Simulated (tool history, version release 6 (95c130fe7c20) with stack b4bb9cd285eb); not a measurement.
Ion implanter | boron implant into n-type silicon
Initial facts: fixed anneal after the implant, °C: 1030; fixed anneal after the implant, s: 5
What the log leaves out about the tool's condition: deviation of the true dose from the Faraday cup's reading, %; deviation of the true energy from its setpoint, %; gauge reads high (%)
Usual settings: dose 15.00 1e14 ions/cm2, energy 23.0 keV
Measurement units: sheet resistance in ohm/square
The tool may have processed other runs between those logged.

| run | hour | dose | energy | wafers since the last listed run | hours since the last dose calibration | hours since the extraction supply was calibrated | hours since the gauge calibration | read-back reference wafer on the same gauge, sheet resistance | sheet resistance |
|---|---|---|---|---|---|---|---|---|---|
| 1 | 0.0 | 15.00 | 17.5 | 0 | 2097.3 | 3676.1 | 1425.0 | 92.63 | 90.29 |
| 2 | 65.9 | 15.00 | 17.5 | 2390 | 2163.2 | 3742.0 | 1490.9 | 92.99 | 89.74 |
| 3 | 122.0 | 15.00 | 23.0 | 2034 | 2219.3 | 3798.1 | 1547.0 | 93.17 | 85.74 |
| 4 | 185.4 | 15.00 | 23.0 | 2299 | 2282.7 | 3861.5 | 1610.4 | 92.98 | 86.05 |
| 5 | 242.4 | 16.53 | 23.0 | 2067 | 2339.7 | 3918.5 | 1667.4 | 92.76 | 80.22 |
| 6 | 298.7 | 15.00 | 23.0 | 2041 | 2396.0 | 3974.8 | 1723.7 | 92.73 | 85.83 |
|  | 337.6 | Faraday cup replaced and dose calibrated |
| 7 | 338.6 | 15.00 | 23.0 | 1156 | 1.0 | 4014.7 | 1763.6 | 92.85 | 85.74 |
| 8 | 381.1 | 15.00 | 23.0 | 1541 | 43.5 | 4057.2 | 1806.1 | 93.16 | 85.83 |
| 9 | 441.9 | 13.69 | 23.0 | 2205 | 104.3 | 4118.0 | 1866.9 | 92.56 | 91.90 |
| 10 | 513.4 | 15.00 | 23.0 | 2593 | 175.8 | 4189.5 | 1938.4 | 93.06 | 85.73 |
| 11 | 554.5 | 15.00 | 23.0 | 1490 | 216.9 | 4230.6 | 1979.5 | 92.99 | 85.64 |
| 12 | 622.8 | 15.00 | 23.0 | 2477 | 285.2 | 4298.9 | 2047.8 | 93.22 | 85.23 |
| 13 | 657.6 | 12.46 | 28.0 | 1262 | 320.0 | 4333.7 | 2082.6 | 92.76 | 96.80 |
| 14 | 684.2 | 13.49 | 19.5 | 964 | 346.6 | 4360.3 | 2109.2 | 92.86 | 95.01 |
| 15 | 749.5 | 12.11 | 19.0 | 2368 | 411.9 | 4425.6 | 2174.5 | 92.77 | 101.79 |
|  | 807.8 | gauge calibrated |
| 16 | 812.5 | 17.55 | 23.0 | 2284 | 474.9 | 4488.6 | 4.7 | 92.93 | 77.54 |
| 17 | 870.8 | 17.79 | 26.5 | 2114 | 533.2 | 4546.9 | 63.0 | 92.95 | 75.13 |
| 18 | 900.4 | 10.54 | 18.0 | 1073 | 562.8 | 4576.5 | 92.6 | 92.83 | 116.15 |
| 19 | 951.9 | 19.23 | 30.0 | 1867 | 614.3 | 4628.0 | 144.1 | 92.70 | 70.09 |
|  | 986.4 | extraction supply calibrated |
| 20 | 992.6 | 18.04 | 15.5 | 1186 | 655.0 | 6.2 | 184.8 | 92.70 | 84.57 |
| 21 | 1025.6 | 15.00 | 23.0 | 1196 | 688.0 | 39.2 | 217.8 | 92.90 | 85.52 |
| 22 | 1081.9 | 16.33 | 29.5 | 2041 | 744.3 | 95.5 | 274.1 | 93.05 | 78.91 |
| 23 | 1137.2 | 19.42 | 19.5 | 2005 | 799.6 | 150.8 | 329.4 | 92.80 | 76.62 |
| 24 | 1195.4 | 11.75 | 27.0 | 2110 | 857.8 | 209.0 | 387.6 | 92.88 | 102.05 |
| 25 | 1232.5 | 15.00 | 23.0 | 1345 | 894.9 | 246.1 | 424.7 | 92.68 | 85.68 |
| 26 | 1263.2 | 16.88 | 16.0 | 1113 | 925.6 | 276.8 | 455.4 | 92.88 | 86.61 |
| 27 | 1298.6 | 12.13 | 31.0 | 1283 | 961.0 | 312.2 | 490.8 | 93.14 | 97.51 |
| 28 | 1337.2 | 15.00 | 29.0 | 1400 | 999.6 | 350.8 | 529.4 | 92.91 | 84.01 |
| 29 | 1401.5 | 15.00 | 23.0 | 2332 | 1063.9 | 415.1 | 593.7 | 92.86 | 86.03 |
| 30 | 1453.4 | 15.00 | 20.0 | 1882 | 1115.8 | 467.0 | 645.6 | 92.93 | 87.82 |
| 31 | 1489.4 | 12.12 | 25.5 | 1305 | 1151.8 | 503.0 | 681.6 | 92.66 | 100.23 |
| 32 | 1515.0 | 12.84 | 21.0 | 928 | 1177.4 | 528.6 | 707.2 | 92.97 | 96.10 |
| 33 | 1585.6 | 12.23 | 20.5 | 2560 | 1248.0 | 599.2 | 777.8 | 92.96 | 100.53 |
| 34 | 1640.3 | 18.69 | 18.0 | 1983 | 1302.7 | 653.9 | 832.5 | 93.13 | 79.22 |
| 35 | 1701.1 | 15.00 | 23.0 | 2205 | 1363.5 | 714.7 | 893.3 | 92.95 | 86.65 |
| 36 | 1754.8 | 19.00 | 19.5 | 1947 | 1417.2 | 768.4 | 947.0 | 93.17 | 77.00 |

The tool's hidden state at each run:
deviation of the true dose from the Faraday cup's reading, %: 0 in every run
deviation of the true energy from its setpoint, %: 0 in every run
gauge reads high (%): 0 in every run

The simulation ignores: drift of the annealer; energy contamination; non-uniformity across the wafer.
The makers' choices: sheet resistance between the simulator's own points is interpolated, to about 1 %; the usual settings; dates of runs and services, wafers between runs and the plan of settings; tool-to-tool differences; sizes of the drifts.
